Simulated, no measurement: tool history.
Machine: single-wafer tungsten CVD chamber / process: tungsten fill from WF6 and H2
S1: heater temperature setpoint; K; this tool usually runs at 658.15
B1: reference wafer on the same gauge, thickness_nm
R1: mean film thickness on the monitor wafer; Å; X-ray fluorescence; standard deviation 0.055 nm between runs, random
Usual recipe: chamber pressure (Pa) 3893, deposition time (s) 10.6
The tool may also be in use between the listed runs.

run 1 hour=0 | S1=658.15 chamber_pressure_(Pa)=3893 deposition_time_(s)=10.6 | B1=25.71 | R1=244.19
run 2 hour=10.5 | S1=658.15 chamber_pressure_(Pa)=3893 deposition_time_(s)=10.6 | B1=25.708 | R1=244.26
run 3 hour=18.6 | S1=658.15 chamber_pressure_(Pa)=3586 deposition_time_(s)=10.6 | B1=25.707 | R1=233.18
-- hour=25.6 gauge calibrated
run 4 hour=26 | S1=658.15 chamber_pressure_(Pa)=3586 deposition_time_(s)=10.6 | B1=25.712 | R1=233.72
run 5 hour=40.5 | S1=658.15 chamber_pressure_(Pa)=3586 deposition_time_(s)=10.6 | B1=25.696 | R1=234.07
run 6 hour=55.7 | S1=658.15 chamber_pressure_(Pa)=3893 deposition_time_(s)=10 | B1=25.695 | R1=230.07
run 7 hour=67.8 | S1=658.15 chamber_pressure_(Pa)=3893 deposition_time_(s)=10 | B1=25.706 | R1=230.65
-- hour=79.3 showerhead replaced
run 8 hour=85.2 | S1=658.15 chamber_pressure_(Pa)=3893 deposition_time_(s)=10 | B1=25.702 | R1=230.99
run 9 hour=92.7 | S1=658.15 chamber_pressure_(Pa)=3893 deposition_time_(s)=12.2 | B1=25.702 | R1=282.5
run 10 hour=100.3 | S1=658.15 chamber_pressure_(Pa)=3893 deposition_time_(s)=12.2 | B1=25.693 | R1=283.47
run 11 hour=111.8 | S1=658.15 chamber_pressure_(Pa)=3893 deposition_time_(s)=12.2 | B1=25.685 | R1=281.77
-- hour=132.5 capacitance manometer re-zeroed and calibrated
run 12 hour=133 | S1=670.15 chamber_pressure_(Pa)=3893 deposition_time_(s)=11.7 | B1=25.701 | R1=331.97
run 13 hour=142.8 | S1=658.15 chamber_pressure_(Pa)=3893 deposition_time_(s)=10.6 | B1=25.702 | R1=246.51
run 14 hour=152.6 | S1=671.15 chamber_pressure_(Pa)=3226 deposition_time_(s)=12.1 | B1=25.692 | R1=316.28
run 15 hour=162.9 | S1=668.15 chamber_pressure_(Pa)=3893 deposition_time_(s)=12.6 | B1=25.707 | R1=346.5
run 16 hour=176.4 | S1=658.15 chamber_pressure_(Pa)=3893 deposition_time_(s)=9.6 | B1=25.701 | R1=222.9
run 17 hour=189.3 | S1=652.15 chamber_pressure_(Pa)=3893 deposition_time_(s)=9.5 | B1=25.7 | R1=198.61
run 18 hour=202.7 | S1=670.15 chamber_pressure_(Pa)=3893 deposition_time_(s)=10 | B1=25.7 | R1=283.16
run 19 hour=216.6 | S1=658.15 chamber_pressure_(Pa)=3893 deposition_time_(s)=10.6 | B1=25.716 | R1=247.17
run 20 hour=222.8 | S1=649.15 chamber_pressure_(Pa)=4386 deposition_time_(s)=11.5 | B1=25.71 | R1=244.17
run 21 hour=230.1 | S1=666.15 chamber_pressure_(Pa)=3893 deposition_time_(s)=9 | B1=25.709 | R1=239.13
run 22 hour=240.6 | S1=658.15 chamber_pressure_(Pa)=3893 deposition_time_(s)=10.1 | B1=25.701 | R1=234.4
run 23 hour=257.4 | S1=658.15 chamber_pressure_(Pa)=4346 deposition_time_(s)=10.6 | B1=25.715 | R1=261.21
-- hour=271.4 thermocouple changed; heater temperature recalibrated
run 24 hour=271.9 | S1=663.15 chamber_pressure_(Pa)=4280 deposition_time_(s)=9.3 | B1=25.704 | R1=233.39
run 25 hour=283.2 | S1=658.15 chamber_pressure_(Pa)=3480 deposition_time_(s)=10 | B1=25.702 | R1=207.18
run 26 hour=301.1 | S1=658.15 chamber_pressure_(Pa)=3893 deposition_time_(s)=10.6 | B1=25.708 | R1=233.32
run 27 hour=307.2 | S1=669.15 chamber_pressure_(Pa)=3893 deposition_time_(s)=10.6 | B1=25.694 | R1=280.47
run 28 hour=313.7 | S1=658.15 chamber_pressure_(Pa)=4773 deposition_time_(s)=9.1 | B1=25.697 | R1=222.28
run 29 hour=319.7 | S1=653.15 chamber_pressure_(Pa)=4786 deposition_time_(s)=8.5 | B1=25.693 | R1=190.64
run 30 hour=329.1 | S1=658.15 chamber_pressure_(Pa)=3893 deposition_time_(s)=10.6 | B1=25.703 | R1=234.11
run 31 hour=342.4 | S1=644.15 chamber_pressure_(Pa)=3280 deposition_time_(s)=11.2 | B1=25.696 | R1=175.72
run 32 hour=354 | S1=658.15 chamber_pressure_(Pa)=3893 deposition_time_(s)=10.6 | B1=25.702 | R1=233.67
run 33 hour=368.7 | S1=658.15 chamber_pressure_(Pa)=3893 deposition_time_(s)=10.6 | B1=25.705 | R1=233.99
run 34 hour=385.2 | S1=670.15 chamber_pressure_(Pa)=3893 deposition_time_(s)=10 | B1=25.703 | R1=270.08

For each run, what was the tool's unlogged condition?
true pressure above the setpoint (%): 0 in every run
gauge reads high (%): 0 in every run
H1: wafer temperature above the value expected at the setpoint (K)
run=1 H1=3.08
run=2 H1=3.1
run=3 H1=3.13
run=4 H1=3.15
run=5 H1=3.19
run=6 H1=3.23
run=7 H1=3.26
run=8 H1=3.31
run=9 H1=3.33
run=10 H1=3.35
run=11 H1=3.39
run=12 H1=3.45
run=13 H1=3.48
run=14 H1=3.51
run=15 H1=3.54
run=16 H1=3.58
run=17 H1=3.61
run=18 H1=3.65
run=19 H1=3.7
run=20 H1=3.71
run=21 H1=3.74
run=22 H1=3.77
run=23 H1=3.82
run=24 H1=0.519
run=25 H1=0.519
run=26 H1=0.52
run=27 H1=0.52
run=28 H1=0.521
run=29 H1=0.521
run=30 H1=0.522
run=31 H1=0.523
run=32 H1=0.524
run=33 H1=0.526
run=34 H1=0.529
